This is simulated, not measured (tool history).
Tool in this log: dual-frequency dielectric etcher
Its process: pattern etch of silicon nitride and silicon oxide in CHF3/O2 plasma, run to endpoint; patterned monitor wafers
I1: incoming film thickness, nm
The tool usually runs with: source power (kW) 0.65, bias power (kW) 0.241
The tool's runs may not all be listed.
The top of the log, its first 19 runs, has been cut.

Run 20, day 25.042: usual settings but source power (kW) 0.54, bias power (kW) 0.281; I1 218.6. Result: endpoint time (s) 120.9.
Run 21, day 25.838: usual settings but source power (kW) 0.72, bias power (kW) 0.268; I1 220.6. Result: endpoint time (s) 106.1.
Run 22, day 27.304: usual settings but bias power (kW) 0.279; I1 218.5. Result: endpoint time (s) 111.7.
Run 23, day 28.183: usual settings; I1 219.6. Result: endpoint time (s) 117.
At day 28.85: source power generator calibrated.
Run 24, day 29.329: usual settings but bias power (kW) 0.26; I1 218.9. Result: endpoint time (s) 112.5.
Run 25, day 30.446: usual settings but source power (kW) 0.57, bias power (kW) 0.2; I1 219.8. Result: endpoint time (s) 131.7.
Run 26, day 31.35: usual settings but bias power (kW) 0.266; I1 219.4. Result: endpoint time (s) 111.1.
Run 27, day 32.042: usual settings but source power (kW) 0.53, bias power (kW) 0.216; I1 220. Result: endpoint time (s) 131.5.
Run 28, day 32.892: usual settings but source power (kW) 0.72, bias power (kW) 0.214; I1 218.7. Result: endpoint time (s) 114.8.
Run 29, day 33.425: usual settings but source power (kW) 0.77, bias power (kW) 0.22; I1 217.2. Result: endpoint time (s) 109.6.
Run 30, day 34.4: usual settings; I1 217.8. Result: endpoint time (s) 113.5.
Run 31, day 35.025: usual settings; I1 219.2. Result: endpoint time (s) 113.7.
Run 32, day 36.404: usual settings but source power (kW) 0.72, bias power (kW) 0.268; I1 218.4. Result: endpoint time (s) 105.7.
Run 33, day 37.892: usual settings but source power (kW) 0.7, bias power (kW) 0.204; I1 218.4. Result: endpoint time (s) 116.3.

What will run 34 give?
Run 34, day 39.396: usual settings but source power (kW) 0.77, bias power (kW) 0.259; I1 217.1. Result: endpoint time (s) ?.

Run 34 yielded endpoint time (s) 101.9.
With the hidden condition absent and the run-to-run variation left alone, this run would have shown endpoint time (s) 105.8.
